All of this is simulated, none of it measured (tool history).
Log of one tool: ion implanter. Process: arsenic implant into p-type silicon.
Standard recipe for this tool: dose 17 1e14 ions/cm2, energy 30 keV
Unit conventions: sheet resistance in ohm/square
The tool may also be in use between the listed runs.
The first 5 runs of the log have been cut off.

run,hour,dose,energy,wafers since the last listed run,hours since the last dose calibration,hours since the extraction supply was calibrated,hours since the gauge calibration,"read-back reference wafer on the same gauge, sheet resistance",sheet resistance
6,78.4,17,30,214,630.3,6123.1,20.9,81.28,94.56
7,94.4,17,30,255,646.3,6139.1,36.9,81.32,94.75
8,100.9,17,30,103,652.8,6145.6,43.4,81.27,94.58
9,109.6,17,30,138,661.5,6154.3,52.1,81.31,94.72
10,127.4,17,34.5,284,679.3,6172.1,69.9,81.29,90.96
11,144.1,17,34.5,266,696,6188.8,86.6,81.29,90.97
12,153.5,17,34.5,150,705.4,6198.2,96,81.3,90.92
13,169.4,19.18,30,253,721.3,6214.1,111.9,81.31,90.88
14,179.4,19.18,30,159,731.3,6224.1,121.9,81.3,90.96
15,195,19.18,30,249,746.9,6239.7,137.5,81.31,91.16
16,207.4,17,30,198,759.3,6252.1,149.9,81.31,94.93
17,220.8,19.45,20.5,214,772.7,6265.5,163.3,81.3,102.36
# hour 236.5: extraction supply calibrated
# hour 241.1: Faraday cup replaced and dose calibrated
18,256,20.31,32.5,361,14.9,19.5,198.5,81.31,85.8
19,264.7,19.45,20.5,138,23.6,28.2,207.2,81.3,101.38
20,278.1,12.36,37.5,214,37,41.6,220.6,81.33,102.05
21,289.3,19.05,21.5,178,48.2,52.8,231.8,81.28,100.67
22,297.5,15.02,34.5,130,56.4,61,240,81.3,94.4
23,309.2,17,30,186,68.1,72.7,251.7,81.3,93.8
24,316.8,14.81,27,121,75.7,80.3,259.3,81.3,102.12
25,326.1,14.65,26.5,148,85,89.6,268.6,81.32,102.97

The next listed run, before its measurement:
# hour 336.8: gauge calibrated
26,345.8,18.48,39,314,104.7,109.3,9,?,?

Run 26 yielded read-back reference wafer on the same gauge, sheet resistance 81.29, sheet resistance 83.4 ohm/square.
With no hidden state in the tool, this same run would have given sheet resistance 83.39 ohm/square.
